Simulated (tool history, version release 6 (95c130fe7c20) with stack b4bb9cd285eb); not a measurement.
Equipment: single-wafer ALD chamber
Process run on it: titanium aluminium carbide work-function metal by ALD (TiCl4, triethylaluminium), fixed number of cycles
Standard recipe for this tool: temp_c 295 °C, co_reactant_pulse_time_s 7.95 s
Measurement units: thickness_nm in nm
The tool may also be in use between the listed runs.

run	hour	temp_c	co_reactant_pulse_time_s	wafers since the last listed run	hours since the last thermocouple change	hours since the last triethylaluminium bottle change	hours since the showerhead was replaced	hours since the gauge calibration	read-back reference wafer on the same gauge, thickness_nm	thickness_nm
1	0.0	303	7.95	0	1298.8	801.5	4937.2	135.4	1.573	1.821
2	32.9	302	7.95	458	1331.7	834.4	4970.1	168.3	1.571	1.808
3	51.9	302	7.95	264	1350.7	853.4	4989.1	187.3	1.572	1.817
4	78.7	295	7.95	373	1377.5	880.2	5015.9	214.1	1.570	1.750
5	112.2	295	7.95	466	1411.0	913.7	5049.4	247.6	1.570	1.748
6	133.3	295	7.95	293	1432.1	934.8	5070.5	268.7	1.571	1.737
7	146.9	295	7.95	189	1445.7	948.4	5084.1	282.3	1.571	1.730
8	169.4	295	7.95	313	1468.2	970.9	5106.6	304.8	1.570	1.732
# hour 184.4: thermocouple changed; heater temperature recalibrated
9	190.7	295	7.95	185	6.3	992.2	5127.9	326.1	1.569	1.782
10	212.2	306	6.44	299	27.8	1013.7	5149.4	347.6	1.570	1.739
11	242.1	306	6.44	416	57.7	1043.6	5179.3	377.5	1.571	1.733
12	260.6	295	7.95	257	76.2	1062.1	5197.8	396.0	1.569	1.773
# hour 271.9: showerhead replaced
13	290.0	303	7.95	298	105.6	1091.5	18.1	425.4	1.570	1.823
# hour 354.6: triethylaluminium bottle replaced
14	363.5	295	7.95	912	179.1	8.9	91.6	498.9	1.569	1.874
# hour 374.5: gauge calibrated
15	394.0	303	6.81	424	209.6	39.4	122.1	19.5	1.571	1.873
16	422.5	301	7.00	397	238.1	67.9	150.6	48.0	1.570	1.861
17	456.3	286	6.84	470	271.9	101.7	184.4	81.8	1.570	1.736
18	469.2	281	7.06	179	284.8	114.6	197.3	94.7	1.570	1.701
19	486.2	308	9.87	236	301.8	131.6	214.3	111.7	1.571	2.044
20	508.6	288	10.62	312	324.2	154.0	236.7	134.1	1.570	1.888
21	531.4	295	10.80	317	347.0	176.8	259.5	156.9	1.569	1.938
22	561.8	309	7.95	423	377.4	207.2	289.9	187.3	1.569	1.966

For each run, what was the tool's unlogged condition?
gauge reads high (%): 0 on each run
H1: wafer temperature above the value expected at the setpoint (K)
H2: triethylaluminium dose above that of a fresh bottle (%)
run	H1	H2
1	-4.74	-19.6
2	-4.87	-20.2
3	-4.95	-20.6
4	-5.05	-21.1
5	-5.18	-21.8
6	-5.27	-22.2
7	-5.32	-22.4
8	-5.41	-22.9
9	0.759	-23.3
10	0.675	-23.7
11	0.557	-24.2
12	0.485	-24.6
13	0.37	-25.2
14	0.0817	-3.33
15	-0.0378	-3.92
16	-0.149	-4.46
17	-0.282	-5.11
18	-0.332	-5.36
19	-0.399	-5.68
20	-0.487	-6.11
21	-0.576	-6.55
22	-0.695	-7.13
